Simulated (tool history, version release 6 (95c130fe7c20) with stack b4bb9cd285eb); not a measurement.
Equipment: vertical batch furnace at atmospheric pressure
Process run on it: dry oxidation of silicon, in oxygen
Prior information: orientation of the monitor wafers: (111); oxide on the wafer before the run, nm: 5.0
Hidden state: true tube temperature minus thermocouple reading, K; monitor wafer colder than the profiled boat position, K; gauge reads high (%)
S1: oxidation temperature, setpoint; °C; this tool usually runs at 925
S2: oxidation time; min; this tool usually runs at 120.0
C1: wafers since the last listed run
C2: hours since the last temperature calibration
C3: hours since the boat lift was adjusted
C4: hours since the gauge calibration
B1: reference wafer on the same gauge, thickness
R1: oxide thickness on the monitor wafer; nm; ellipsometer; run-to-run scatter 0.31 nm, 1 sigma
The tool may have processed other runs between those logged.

{"run": 1, "day": 0.0, "S1": 937, "S2": 120.0, "C1": 0, "C2": 2292.7, "C3": 1717.6, "C4": 702.5, "B1": 47.7, "R1": 60.52}
{"run": 2, "day": 2.088, "S1": 937, "S2": 120.0, "C1": 572, "C2": 2342.8, "C3": 1767.7, "C4": 752.6, "B1": 47.71, "R1": 60.75}
{"day": 3.925, "done": "gauge calibrated"}
{"run": 3, "day": 4.392, "S1": 925, "S2": 120.0, "C1": 632, "C2": 2398.1, "C3": 1823.0, "C4": 11.2, "B1": 47.74, "R1": 54.8}
{"run": 4, "day": 12.446, "S1": 925, "S2": 120.0, "C1": 2209, "C2": 2591.4, "C3": 2016.3, "C4": 204.5, "B1": 47.64, "R1": 54.92}
{"run": 5, "day": 16.579, "S1": 925, "S2": 120.0, "C1": 1134, "C2": 2690.6, "C3": 2115.5, "C4": 303.7, "B1": 47.75, "R1": 54.42}
{"run": 6, "day": 18.562, "S1": 925, "S2": 120.0, "C1": 544, "C2": 2738.2, "C3": 2163.1, "C4": 351.3, "B1": 47.67, "R1": 54.2}
{"run": 7, "day": 19.983, "S1": 925, "S2": 120.0, "C1": 389, "C2": 2772.3, "C3": 2197.2, "C4": 385.4, "B1": 47.71, "R1": 54.73}
{"run": 8, "day": 21.833, "S1": 925, "S2": 120.0, "C1": 507, "C2": 2816.7, "C3": 2241.6, "C4": 429.8, "B1": 47.76, "R1": 54.79}
{"run": 9, "day": 27.112, "S1": 925, "S2": 120.0, "C1": 1448, "C2": 2943.4, "C3": 2368.3, "C4": 556.5, "B1": 47.74, "R1": 54.62}
{"day": 28.362, "done": "thermocouples replaced and temperature profile calibrated"}
{"run": 10, "day": 28.921, "S1": 940, "S2": 120.0, "C1": 221, "C2": 13.4, "C3": 2411.7, "C4": 599.9, "B1": 47.68, "R1": 62.31}
{"run": 11, "day": 30.775, "S1": 940, "S2": 120.0, "C1": 508, "C2": 57.9, "C3": 2456.2, "C4": 644.4, "B1": 47.72, "R1": 61.8}
{"run": 12, "day": 32.229, "S1": 925, "S2": 165.0, "C1": 399, "C2": 92.8, "C3": 2491.1, "C4": 679.3, "B1": 47.68, "R1": 68.11}
{"day": 34.104, "done": "gauge calibrated"}
{"run": 13, "day": 34.112, "S1": 901, "S2": 160.5, "C1": 516, "C2": 138.0, "C3": 2536.3, "C4": 0.2, "B1": 47.73, "R1": 52.71}
{"day": 36.021, "done": "boat lift adjusted"}
{"run": 14, "day": 36.042, "S1": 925, "S2": 120.0, "C1": 254, "C2": 184.3, "C3": 0.5, "C4": 46.5, "B1": 47.6, "R1": 54.85}
{"run": 15, "day": 37.829, "S1": 918, "S2": 120.0, "C1": 490, "C2": 227.2, "C3": 43.4, "C4": 89.4, "B1": 47.75, "R1": 51.12}
{"run": 16, "day": 39.171, "S1": 940, "S2": 167.0, "C1": 368, "C2": 259.4, "C3": 75.6, "C4": 121.6, "B1": 47.55, "R1": 77.65}
{"run": 17, "day": 41.108, "S1": 925, "S2": 120.0, "C1": 531, "C2": 305.9, "C3": 122.1, "C4": 168.1, "B1": 47.76, "R1": 54.77}
{"run": 18, "day": 43.229, "S1": 925, "S2": 174.0, "C1": 581, "C2": 356.8, "C3": 173.0, "C4": 219.0, "B1": 47.7, "R1": 70.62}
{"run": 19, "day": 45.354, "S1": 925, "S2": 120.0, "C1": 583, "C2": 407.8, "C3": 224.0, "C4": 270.0, "B1": 47.65, "R1": 54.66}
{"run": 20, "day": 47.479, "S1": 944, "S2": 180.0, "C1": 583, "C2": 458.8, "C3": 275.0, "C4": 321.0, "B1": 47.82, "R1": 83.92}
{"run": 21, "day": 49.342, "S1": 938, "S2": 120.0, "C1": 511, "C2": 503.5, "C3": 319.7, "C4": 365.7, "B1": 47.71, "R1": 61.27}
{"run": 22, "day": 50.462, "S1": 903, "S2": 101.5, "C1": 307, "C2": 530.4, "C3": 346.6, "C4": 392.6, "B1": 47.77, "R1": 39.97}

3 options for the next run, each taken on its own from the tool as it stands now. Forecast them:
{"run": "A", "day": 50.721, "S1": 925, "S2": 120.0, "C1": 70, "C2": 536.6, "C3": 352.8, "C4": 398.8, "B1": "?", "R1": "?"}
{"run": "B", "day": 50.721, "S1": 935, "S2": 120.0, "C1": 70, "C2": 536.6, "C3": 352.8, "C4": 398.8, "B1": "?", "R1": "?"}
{"run": "C", "day": 50.721, "S1": 912, "S2": 62.0, "C1": 70, "C2": 536.6, "C3": 352.8, "C4": 398.8, "B1": "?", "R1": "?"}

run=A B1=47.60 R1=54.73
run=B B1=47.60 R1=59.64
run=C B1=47.60 R1=31.26
Without the tool's hidden state the same runs would have given:
run=A R1=54.73
run=B R1=59.64
run=C R1=31.26

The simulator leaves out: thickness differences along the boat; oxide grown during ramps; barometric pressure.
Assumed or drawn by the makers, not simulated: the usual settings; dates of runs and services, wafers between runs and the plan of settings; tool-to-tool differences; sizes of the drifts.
